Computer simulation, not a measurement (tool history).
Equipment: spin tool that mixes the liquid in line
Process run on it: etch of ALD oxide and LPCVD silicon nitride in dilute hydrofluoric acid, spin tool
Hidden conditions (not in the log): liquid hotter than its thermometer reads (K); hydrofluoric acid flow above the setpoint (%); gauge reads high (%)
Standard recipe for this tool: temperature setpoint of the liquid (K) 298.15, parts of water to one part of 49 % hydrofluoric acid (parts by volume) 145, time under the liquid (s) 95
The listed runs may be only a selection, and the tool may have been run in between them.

run    day  temperature setpoint of the liquid (K)  parts of water to one part of 49 % hydrofluoric acid (parts by volume)  time under the liquid (s)  wafers since the last listed run  hours since the thermometer was replaced  hours since the hydrofluoric acid flow meter was replaced  hours since the gauge calibration  read-back film thickness of the ALD oxide reference wafer, read on the same gauge (nm)  thickness taken off the ALD oxide on a monitor wafer (Å)
  1  0.000                                  298.15                                                                     145                         95                                 0                                    2538.1                                                      901.4                               86.1                                                                                  110.04                                                      64.6
  2  0.262                                  298.15                                                                     145                         95                                64                                    2544.4                                                      907.7                               92.4                                                                                  110.04                                                      66.2
  3  1.012                                  298.15                                                                     145                         95                               183                                    2562.4                                                      925.7                              110.4                                                                                  110.01                                                      65.8
  4  1.554                                  298.15                                                                     110                        110                               132                                    2575.4                                                      938.7                              123.4                                                                                  110.01                                                     104.5
  5  2.171                                  299.65                                                                     200                         95                               151                                    2590.2                                                      953.5                              138.2                                                                                  110.00                                                      47.4
  6  2.546                                  299.65                                                                     200                         95                                91                                    2599.2                                                      962.5                              147.2                                                                                  109.99                                                      47.1
  7  3.083                                  298.15                                                                     145                         95                               131                                    2612.1                                                      975.4                              160.1                                                                                  110.04                                                      65.8
     3.633  -- thermometer replaced
  8  3.654                                  298.15                                                                     145                         95                               129                                       0.5                                                      989.1                              173.8                                                                                  110.01                                                      65.1
  9  4.133                                  298.15                                                                     145                         95                               117                                      12.0                                                     1000.6                              185.3                                                                                  110.01                                                      65.3
 10  4.425                                  298.15                                                                     145                         95                                71                                      19.0                                                     1007.6                              192.3                                                                                  109.99                                                      65.7
 11  5.112                                  298.15                                                                     215                         95                               168                                      35.5                                                     1024.1                              208.8                                                                                  110.00                                                      40.7
 12  5.388                                  301.65                                                                     145                         95                                67                                      42.1                                                     1030.7                              215.4                                                                                  110.02                                                      73.5
 13  5.817                                  298.15                                                                     145                         95                               105                                      52.4                                                     1041.0                              225.7                                                                                  109.99                                                      65.2
 14  6.088                                  298.15                                                                     165                         95                                66                                      58.9                                                     1047.5                              232.2                                                                                  110.06                                                      55.9

Run 15 comes next. What will it give?
 15  6.433                                  298.15                                                                     205                         95                                84                                      67.2                                                     1055.8                              240.5                                                                                       ?                                                         ?

{"run 15": {"read-back film thickness of the ALD oxide reference wafer, read on the same gauge (nm)": 109.99, "thickness taken off the ALD oxide on a monitor wafer (Å)": 42.3}}
Minus the tool's unlogged condition, the same run would have read thickness taken off the ALD oxide on a monitor wafer (Å) 42.3.

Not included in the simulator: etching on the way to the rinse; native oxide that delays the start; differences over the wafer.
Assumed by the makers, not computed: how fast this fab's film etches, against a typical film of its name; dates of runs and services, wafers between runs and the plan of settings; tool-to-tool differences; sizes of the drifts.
